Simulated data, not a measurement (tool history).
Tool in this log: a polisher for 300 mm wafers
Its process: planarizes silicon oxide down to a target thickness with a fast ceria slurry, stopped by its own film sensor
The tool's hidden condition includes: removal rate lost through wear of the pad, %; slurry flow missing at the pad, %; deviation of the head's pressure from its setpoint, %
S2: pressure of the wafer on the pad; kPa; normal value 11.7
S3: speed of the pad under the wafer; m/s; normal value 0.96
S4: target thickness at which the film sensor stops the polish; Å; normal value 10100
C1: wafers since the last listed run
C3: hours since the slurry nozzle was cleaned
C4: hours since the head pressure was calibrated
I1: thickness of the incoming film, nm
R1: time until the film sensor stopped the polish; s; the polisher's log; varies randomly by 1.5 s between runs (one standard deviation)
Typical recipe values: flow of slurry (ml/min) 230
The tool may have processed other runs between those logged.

run 1 hour=0 | flow_of_slurry_(ml/min)=180 S2=11.7 S3=0.96 S4=10100 | C1=0 wafers_polished_on_this_pad=739 C3=251.3 C4=95.1 | I1=1709.8 | R1=85.7
run 2 hour=10.4 | flow_of_slurry_(ml/min)=180 S2=11.7 S3=0.96 S4=10100 | C1=74 wafers_polished_on_this_pad=813 C3=261.7 C4=105.5 | I1=1722 | R1=86.4
run 3 hour=19.7 | flow_of_slurry_(ml/min)=230 S2=8.3 S3=0.96 S4=10100 | C1=66 wafers_polished_on_this_pad=880 C3=271 C4=114.8 | I1=1702.6 | R1=115.1
-- hour=21.1 slurry nozzle cleaned
run 4 hour=33.2 | flow_of_slurry_(ml/min)=230 S2=8.3 S3=0.96 S4=10100 | C1=89 wafers_polished_on_this_pad=970 C3=12.1 C4=128.3 | I1=1714.6 | R1=117.4
run 5 hour=48.5 | flow_of_slurry_(ml/min)=290 S2=11.7 S3=1.2 S4=10100 | C1=109 wafers_polished_on_this_pad=1079 C3=27.4 C4=143.6 | I1=1722.1 | R1=66.1
-- hour=56.9 worn pad replaced by a new one
run 6 hour=61.5 | flow_of_slurry_(ml/min)=290 S2=11.7 S3=1.2 S4=10100 | C1=64 wafers_polished_on_this_pad=32 C3=40.4 C4=156.6 | I1=1700.6 | R1=64.6
run 7 hour=76.3 | flow_of_slurry_(ml/min)=290 S2=11.7 S3=1.2 S4=10100 | C1=106 wafers_polished_on_this_pad=138 C3=55.2 C4=171.4 | I1=1738.8 | R1=68.7
run 8 hour=92.9 | flow_of_slurry_(ml/min)=230 S2=11.7 S3=1.12 S4=10100 | C1=118 wafers_polished_on_this_pad=257 C3=71.8 C4=188 | I1=1721.1 | R1=72.6
run 9 hour=108.8 | flow_of_slurry_(ml/min)=230 S2=11.7 S3=1.12 S4=10100 | C1=113 wafers_polished_on_this_pad=371 C3=87.7 C4=203.9 | I1=1741.1 | R1=72.2
run 10 hour=125.8 | flow_of_slurry_(ml/min)=230 S2=11.7 S3=0.96 S4=10100 | C1=121 wafers_polished_on_this_pad=493 C3=104.7 C4=220.9 | I1=1731.4 | R1=82.5
run 11 hour=142.5 | flow_of_slurry_(ml/min)=230 S2=11.7 S3=0.96 S4=10100 | C1=119 wafers_polished_on_this_pad=613 C3=121.4 C4=237.6 | I1=1726.7 | R1=84.7
run 12 hour=159.3 | flow_of_slurry_(ml/min)=230 S2=11.7 S3=1.22 S4=10100 | C1=120 wafers_polished_on_this_pad=733 C3=138.2 C4=254.4 | I1=1727.5 | R1=66.4
run 13 hour=169.4 | flow_of_slurry_(ml/min)=230 S2=9.7 S3=0.96 S4=10100 | C1=72 wafers_polished_on_this_pad=806 C3=148.3 C4=264.5 | I1=1715 | R1=105.1
run 14 hour=185.3 | flow_of_slurry_(ml/min)=230 S2=14.5 S3=0.82 S4=10100 | C1=113 wafers_polished_on_this_pad=920 C3=164.2 C4=280.4 | I1=1699.2 | R1=78
run 15 hour=197.2 | flow_of_slurry_(ml/min)=230 S2=11.7 S3=0.96 S4=10100 | C1=85 wafers_polished_on_this_pad=1005 C3=176.1 C4=292.3 | I1=1717.4 | R1=83.7
-- hour=214.1 worn pad replaced by a new one
run 16 hour=214.6 | flow_of_slurry_(ml/min)=230 S2=11.7 S3=1.28 S4=10100 | C1=96 wafers_polished_on_this_pad=3 C3=193.5 C4=309.7 | I1=1697.2 | R1=61.7
run 17 hour=225.4 | flow_of_slurry_(ml/min)=200 S2=13.1 S3=0.96 S4=10100 | C1=77 wafers_polished_on_this_pad=80 C3=204.3 C4=320.5 | I1=1739.9 | R1=76.6
run 18 hour=236.5 | flow_of_slurry_(ml/min)=185 S2=10.3 S3=0.96 S4=10100 | C1=79 wafers_polished_on_this_pad=160 C3=215.4 C4=331.6 | I1=1718.8 | R1=95.4
run 19 hour=249.5 | flow_of_slurry_(ml/min)=230 S2=11.7 S3=0.66 S4=10100 | C1=93 wafers_polished_on_this_pad=253 C3=228.4 C4=344.6 | I1=1707.6 | R1=119.1
-- hour=257.7 slurry nozzle cleaned
run 20 hour=302.4 | flow_of_slurry_(ml/min)=230 S2=11.7 S3=0.96 S4=10980 | C1=372 wafers_polished_on_this_pad=625 C3=44.7 C4=397.5 | I1=1714.3 | R1=72.5
run 21 hour=314.5 | flow_of_slurry_(ml/min)=300 S2=7.6 S3=1.3 S4=8220 | C1=86 wafers_polished_on_this_pad=712 C3=56.8 C4=409.6 | I1=1693.6 | R1=116.5
run 22 hour=332.1 | flow_of_slurry_(ml/min)=230 S2=9.7 S3=0.84 S4=10100 | C1=126 wafers_polished_on_this_pad=838 C3=74.4 C4=427.2 | I1=1693.9 | R1=113.7
-- hour=337.8 head pressure recalibrated
run 23 hour=345.8 | flow_of_slurry_(ml/min)=180 S2=15.2 S3=0.8 S4=9460 | C1=83 wafers_polished_on_this_pad=922 C3=88.1 C4=8 | I1=1752 | R1=90.3
run 24 hour=351.8 | flow_of_slurry_(ml/min)=230 S2=11.7 S3=0.96 S4=10100 | C1=43 wafers_polished_on_this_pad=965 C3=94.1 C4=14 | I1=1719.2 | R1=82.3
run 25 hour=358.2 | flow_of_slurry_(ml/min)=230 S2=11.7 S3=0.96 S4=10100 | C1=45 wafers_polished_on_this_pad=1011 C3=100.5 C4=20.4 | I1=1713.3 | R1=81.4
run 26 hour=367.1 | flow_of_slurry_(ml/min)=255 S2=9.7 S3=1.14 S4=9280 | C1=63 wafers_polished_on_this_pad=1075 C3=109.4 C4=29.3 | I1=1719.9 | R1=96.6
-- hour=371.3 worn pad replaced by a new one
run 27 hour=383.5 | flow_of_slurry_(ml/min)=290 S2=11.7 S3=1.2 S4=10100 | C1=88 wafers_polished_on_this_pad=87 C3=125.8 C4=45.7 | I1=1734.2 | R1=67.5
run 28 hour=393.9 | flow_of_slurry_(ml/min)=275 S2=11.7 S3=1.16 S4=11800 | C1=74 wafers_polished_on_this_pad=162 C3=136.2 C4=56.1 | I1=1741.1 | R1=55.5
run 29 hour=405.9 | flow_of_slurry_(ml/min)=230 S2=11.7 S3=0.96 S4=10100 | C1=86 wafers_polished_on_this_pad=248 C3=148.2 C4=68.1 | I1=1740.4 | R1=87
run 30 hour=414.1 | flow_of_slurry_(ml/min)=230 S2=11.7 S3=0.66 S4=10100 | C1=58 wafers_polished_on_this_pad=307 C3=156.4 C4=76.3 | I1=1705.8 | R1=122.5
run 31 hour=452.2 | flow_of_slurry_(ml/min)=230 S2=11.7 S3=0.96 S4=10100 | C1=273 wafers_polished_on_this_pad=580 C3=194.5 C4=114.4 | I1=1701.7 | R1=83.4
run 32 hour=458.8 | flow_of_slurry_(ml/min)=300 S2=11.7 S3=1.14 S4=10100 | C1=47 wafers_polished_on_this_pad=627 C3=201.1 C4=121 | I1=1727.6 | R1=71.9
run 33 hour=468.2 | flow_of_slurry_(ml/min)=185 S2=10.3 S3=0.96 S4=10100 | C1=67 wafers_polished_on_this_pad=694 C3=210.5 C4=130.4 | I1=1695.4 | R1=92.7
-- hour=470.1 slurry nozzle cleaned
run 34 hour=483.2 | flow_of_slurry_(ml/min)=230 S2=11.7 S3=0.96 S4=10100 | C1=100 wafers_polished_on_this_pad=795 C3=13.1 C4=145.4 | I1=1694.6 | R1=84
run 35 hour=499.9 | flow_of_slurry_(ml/min)=270 S2=9 S3=1.16 S4=8840 | C1=119 wafers_polished_on_this_pad=914 C3=29.8 C4=162.1 | I1=1735.4 | R1=107.4
run 36 hour=507.2 | flow_of_slurry_(ml/min)=230 S2=11.7 S3=0.96 S4=10100 | C1=52 wafers_polished_on_this_pad=967 C3=37.1 C4=169.4 | I1=1701.9 | R1=80.7

Hidden state, per run?
removal rate lost through wear of the pad, %: 0, the same for each run
slurry flow missing at the pad, %: 0, the same for each run
deviation of the head's pressure from its setpoint, %: 0, the same for each run

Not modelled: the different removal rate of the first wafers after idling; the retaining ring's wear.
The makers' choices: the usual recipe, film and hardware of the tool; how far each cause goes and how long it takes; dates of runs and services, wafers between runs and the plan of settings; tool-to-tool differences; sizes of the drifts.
